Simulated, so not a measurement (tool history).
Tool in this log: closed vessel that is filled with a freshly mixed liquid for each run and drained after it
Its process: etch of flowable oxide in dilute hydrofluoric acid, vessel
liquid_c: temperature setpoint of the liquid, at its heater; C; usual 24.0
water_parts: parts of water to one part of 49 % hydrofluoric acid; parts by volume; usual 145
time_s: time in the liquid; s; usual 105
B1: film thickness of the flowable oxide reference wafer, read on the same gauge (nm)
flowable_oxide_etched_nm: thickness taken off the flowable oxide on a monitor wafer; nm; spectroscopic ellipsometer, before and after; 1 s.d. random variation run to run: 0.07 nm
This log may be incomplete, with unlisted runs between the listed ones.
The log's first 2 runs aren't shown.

Run 3, day 1.021: usual settings but liquid_c 27.5 C, time_s 85 s; B1 39.99. Result: flowable_oxide_etched_nm 13.58 nm.
Run 4, day 1.729: usual settings but liquid_c 21.0 C, water_parts 110 parts by volume; B1 39.96. Result: flowable_oxide_etched_nm 17.81 nm.
Run 5, day 2.254: usual settings; B1 40.00. Result: flowable_oxide_etched_nm 14.65 nm.
Run 6, day 2.796: usual settings but liquid_c 25.5 C, water_parts 120 parts by volume; B1 39.98. Result: flowable_oxide_etched_nm 19.42 nm.
Run 7, day 3.129: usual settings but liquid_c 25.5 C, water_parts 120 parts by volume; B1 39.98. Result: flowable_oxide_etched_nm 19.37 nm.
Run 8, day 3.571: usual settings but liquid_c 25.5 C, water_parts 120 parts by volume; B1 40.04. Result: flowable_oxide_etched_nm 19.50 nm.
Run 9, day 4.242: usual settings but water_parts 190 parts by volume; B1 39.98. Result: flowable_oxide_etched_nm 10.68 nm.
Run 10, day 4.954: usual settings; B1 39.99. Result: flowable_oxide_etched_nm 14.83 nm.
Run 11, day 5.300: usual settings; B1 40.00. Result: flowable_oxide_etched_nm 14.78 nm.
Run 12, day 5.704: usual settings; B1 40.01. Result: flowable_oxide_etched_nm 14.86 nm.
Run 13, day 7.571: usual settings; B1 39.98. Result: flowable_oxide_etched_nm 14.94 nm.
Run 14, day 7.954: usual settings; B1 39.98. Result: flowable_oxide_etched_nm 14.89 nm.
Run 15, day 8.217: usual settings; B1 40.00. Result: flowable_oxide_etched_nm 14.76 nm.
Run 16, day 9.908: usual settings; B1 40.01. Result: flowable_oxide_etched_nm 14.73 nm.
At day 10.012: hydrofluoric acid flow meter replaced.
Run 17, day 10.221: usual settings; B1 40.04. Result: flowable_oxide_etched_nm 14.49 nm.
Run 18, day 10.729: usual settings; B1 40.01. Result: flowable_oxide_etched_nm 14.50 nm.
Run 19, day 11.125: usual settings but liquid_c 22.5 C, water_parts 170 parts by volume, time_s 65 s; B1 40.03. Result: flowable_oxide_etched_nm 7.08 nm.
At day 11.750: thermometer replaced.
Run 20, day 11.771: usual settings but liquid_c 21.5 C, water_parts 75 parts by volume, time_s 120 s; B1 39.98. Result: flowable_oxide_etched_nm 31.57 nm.
At day 12.017: gauge calibrated.
Run 21, day 12.167: usual settings but time_s 155 s; B1 40.00. Result: flowable_oxide_etched_nm 21.41 nm.

Expected results for the next run?
Run 22, day 12.871: usual settings but water_parts 100 parts by volume; B1 ?. Result: flowable_oxide_etched_nm ?.

{"run 22": {"B1": 39.98, "flowable_oxide_etched_nm": 22.25}}
With no hidden state in the tool, this same run would have given flowable_oxide_etched_nm 22.14 nm.
